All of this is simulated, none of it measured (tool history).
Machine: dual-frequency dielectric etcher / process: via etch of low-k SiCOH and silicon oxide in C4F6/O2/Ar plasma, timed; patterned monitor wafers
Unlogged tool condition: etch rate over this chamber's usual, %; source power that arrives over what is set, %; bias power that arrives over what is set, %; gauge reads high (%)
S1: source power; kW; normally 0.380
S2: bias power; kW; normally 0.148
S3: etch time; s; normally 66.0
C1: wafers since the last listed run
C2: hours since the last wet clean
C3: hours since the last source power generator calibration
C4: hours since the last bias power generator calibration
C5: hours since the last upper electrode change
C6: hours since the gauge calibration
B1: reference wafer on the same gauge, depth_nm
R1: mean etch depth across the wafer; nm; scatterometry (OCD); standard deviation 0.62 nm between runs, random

run 1 day=0.000 | S1=0.380 S2=0.148 S3=66.0 | C1=0 C2=551.0 C3=4833.6 C4=4642.7 C5=3005.6 C6=80.2 | B1=195.1 | R1=162.7
run 2 day=0.271 | S1=0.320 S2=0.148 S3=66.0 | C1=72 C2=557.5 C3=4840.1 C4=4649.2 C5=3012.1 C6=86.7 | B1=195.1 | R1=156.0
run 3 day=0.817 | S1=0.320 S2=0.148 S3=66.0 | C1=146 C2=570.6 C3=4853.2 C4=4662.3 C5=3025.2 C6=99.8 | B1=194.9 | R1=154.9
-- day=2.392 upper electrode replaced
-- day=3.171 wet clean of the chamber
run 4 day=3.192 | S1=0.410 S2=0.148 S3=66.0 | C1=158 C2=0.5 C3=4910.2 C4=4719.3 C5=19.2 C6=156.8 | B1=194.9 | R1=175.6
run 5 day=3.317 | S1=0.410 S2=0.148 S3=66.0 | C1=33 C2=3.5 C3=4913.2 C4=4722.3 C5=22.2 C6=159.8 | B1=195.0 | R1=175.0
run 6 day=3.583 | S1=0.410 S2=0.148 S3=66.0 | C1=71 C2=9.9 C3=4919.6 C4=4728.7 C5=28.6 C6=166.2 | B1=195.0 | R1=175.2
-- day=3.829 bias power generator calibrated
run 7 day=4.071 | S1=0.380 S2=0.148 S3=80.5 | C1=85 C2=21.6 C3=4931.3 C4=5.8 C5=40.3 C6=177.9 | B1=195.0 | R1=209.5
run 8 day=4.612 | S1=0.380 S2=0.148 S3=80.5 | C1=145 C2=34.6 C3=4944.3 C4=18.8 C5=53.3 C6=190.9 | B1=195.0 | R1=208.4
-- day=4.858 gauge calibrated
run 9 day=4.867 | S1=0.380 S2=0.148 S3=75.0 | C1=68 C2=40.7 C3=4950.4 C4=24.9 C5=59.4 C6=0.2 | B1=195.2 | R1=193.8
run 10 day=5.162 | S1=0.350 S2=0.115 S3=74.5 | C1=79 C2=47.8 C3=4957.5 C4=32.0 C5=66.5 C6=7.3 | B1=195.0 | R1=171.6
run 11 day=5.517 | S1=0.380 S2=0.184 S3=66.0 | C1=94 C2=56.3 C3=4966.0 C4=40.5 C5=75.0 C6=15.8 | B1=195.0 | R1=186.5
-- day=5.892 source power generator calibrated
run 12 day=6.000 | S1=0.380 S2=0.148 S3=66.0 | C1=84 C2=67.9 C3=2.6 C4=52.1 C5=86.6 C6=27.4 | B1=195.1 | R1=170.4
run 13 day=6.408 | S1=0.440 S2=0.134 S3=59.0 | C1=109 C2=77.7 C3=12.4 C4=61.9 C5=96.4 C6=37.2 | B1=194.9 | R1=153.3
run 14 day=7.075 | S1=0.320 S2=0.148 S3=66.0 | C1=178 C2=93.7 C3=28.4 C4=77.9 C5=112.4 C6=53.2 | B1=195.1 | R1=161.9
run 15 day=7.338 | S1=0.380 S2=0.148 S3=79.5 | C1=70 C2=100.0 C3=34.7 C4=84.2 C5=118.7 C6=59.5 | B1=194.9 | R1=203.3
run 16 day=7.683 | S1=0.380 S2=0.138 S3=58.0 | C1=92 C2=108.3 C3=43.0 C4=92.5 C5=127.0 C6=67.8 | B1=195.0 | R1=145.5

Here are 3 independent what-if runs from the current tool condition. What would each one return?
run A day=7.700 | S1=0.380 S2=0.148 S3=66.0 | C1=4 C2=108.7 C3=43.4 C4=92.9 C5=127.4 C6=68.2 | B1=? | R1=?
run B day=7.700 | S1=0.380 S2=0.181 S3=57.5 | C1=4 C2=108.7 C3=43.4 C4=92.9 C5=127.4 C6=68.2 | B1=? | R1=?
run C day=7.700 | S1=0.280 S2=0.176 S3=66.0 | C1=4 C2=108.7 C3=43.4 C4=92.9 C5=127.4 C6=68.2 | B1=? | R1=?

run=A B1=195.1 R1=170.6
run=B B1=195.1 R1=160.1
run=C B1=195.1 R1=166.6
With the hidden condition removed and each run's random variation left untouched, the same runs would have given:
run=A R1=172.4
run=B R1=161.8
run=C R1=168.4
